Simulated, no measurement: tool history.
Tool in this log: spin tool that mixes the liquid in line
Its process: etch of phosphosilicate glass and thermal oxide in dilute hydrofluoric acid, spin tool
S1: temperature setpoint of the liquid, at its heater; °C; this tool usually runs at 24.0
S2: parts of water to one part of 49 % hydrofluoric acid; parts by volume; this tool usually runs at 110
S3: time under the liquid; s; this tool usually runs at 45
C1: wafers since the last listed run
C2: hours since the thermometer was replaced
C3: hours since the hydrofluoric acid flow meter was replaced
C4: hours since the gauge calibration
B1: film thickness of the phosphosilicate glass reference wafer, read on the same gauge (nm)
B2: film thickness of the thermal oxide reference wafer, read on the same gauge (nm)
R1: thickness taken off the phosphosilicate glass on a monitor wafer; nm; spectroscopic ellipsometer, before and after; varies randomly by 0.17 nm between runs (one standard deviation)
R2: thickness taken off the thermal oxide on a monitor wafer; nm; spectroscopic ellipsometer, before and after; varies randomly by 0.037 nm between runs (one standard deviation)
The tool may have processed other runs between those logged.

run	hour	S1	S2	S3	C1	C2	C3	C4	B1	B2	R1	R2
1	0.0	24.0	110	45	0	1798.3	2157.4	110.7	50.01	89.987	41.48	2.257
2	31.7	20.5	110	45	322	1830.0	2189.1	142.4	50.01	90.015	36.16	1.932
3	48.6	20.5	110	45	171	1846.9	2206.0	159.3	50.02	90.005	36.28	1.931
4	74.1	27.0	85	45	259	1872.4	2231.5	184.8	49.99	89.993	62.07	3.257
5	98.8	24.0	110	45	251	1897.1	2256.2	209.5	49.99	90.001	41.62	2.210
6	132.1	24.0	110	45	338	1930.4	2289.5	242.8	50.03	89.989	41.83	2.263
7	167.9	24.0	110	45	364	1966.2	2325.3	278.6	50.01	90.014	41.96	2.198
8	183.6	21.5	110	45	159	1981.9	2341.0	294.3	49.99	90.006	38.05	2.039
9	211.8	21.5	110	45	287	2010.1	2369.2	322.5	50.01	90.001	38.44	2.081
# hour 213.4: hydrofluoric acid flow meter replaced
10	283.2	24.0	110	45	716	2081.5	69.8	393.9	49.97	89.990	37.67	2.052
11	311.1	24.0	110	45	283	2109.4	97.7	421.8	49.99	89.990	37.94	2.037
12	343.2	24.0	110	45	326	2141.5	129.8	453.9	49.99	89.977	37.95	2.006
13	360.9	24.0	110	45	180	2159.2	147.5	471.6	50.01	89.987	38.19	2.098
14	387.1	24.0	125	45	266	2185.4	173.7	497.8	50.00	89.973	33.56	1.708
15	418.3	24.0	110	45	317	2216.6	204.9	529.0	50.01	89.987	38.92	2.095
# hour 432.6: thermometer replaced
16	447.1	28.0	110	45	282	14.5	233.7	557.8	49.98	90.011	40.80	2.242
17	481.7	24.0	110	45	352	49.1	268.3	592.4	50.02	89.979	35.30	1.877
18	497.9	24.0	130	45	164	65.3	284.5	608.6	50.00	89.991	29.27	1.644
# hour 504.5: gauge calibrated
19	519.0	20.0	110	65	214	86.4	305.6	14.5	49.96	89.990	43.69	2.272
20	537.5	20.5	135	40	188	104.9	324.1	33.0	50.02	90.027	21.87	1.177
21	560.6	28.0	110	45	235	128.0	347.2	56.1	50.00	89.997	41.32	2.176
22	579.5	24.0	160	60	192	146.9	366.1	75.0	50.01	89.979	30.72	1.618
23	602.2	26.5	145	35	231	169.6	388.8	97.7	50.03	89.995	22.23	1.219
24	631.9	25.5	110	45	302	199.3	418.5	127.4	50.01	89.999	38.25	2.028
25	663.6	20.0	145	35	322	231.0	450.2	159.1	49.98	89.998	17.40	0.939

5 ways to go on from here, each from the tool as it stands after run 25. What would each give?
A	664.0	24.0	110	45	4	231.4	450.6	159.5	?	?	?	?
B	664.0	24.0	135	20	4	231.4	450.6	159.5	?	?	?	?
C	664.0	24.0	55	35	4	231.4	450.6	159.5	?	?	?	?
D	664.0	26.0	110	35	4	231.4	450.6	159.5	?	?	?	?
E	664.0	28.5	110	70	4	231.4	450.6	159.5	?	?	?	?

run	B1	B2	R1	R2
A	50.02	90.023	36.19	1.959
B	50.02	90.023	12.73	0.689
C	50.02	90.023	60.31	3.264
D	50.02	90.023	30.42	1.646
E	50.02	90.023	66.90	3.621
Without the tool's hidden state the same runs would have given:
run	R1	R2
A	34.25	1.854
B	12.04	0.652
C	57.11	3.091
D	28.80	1.559
E	63.36	3.429

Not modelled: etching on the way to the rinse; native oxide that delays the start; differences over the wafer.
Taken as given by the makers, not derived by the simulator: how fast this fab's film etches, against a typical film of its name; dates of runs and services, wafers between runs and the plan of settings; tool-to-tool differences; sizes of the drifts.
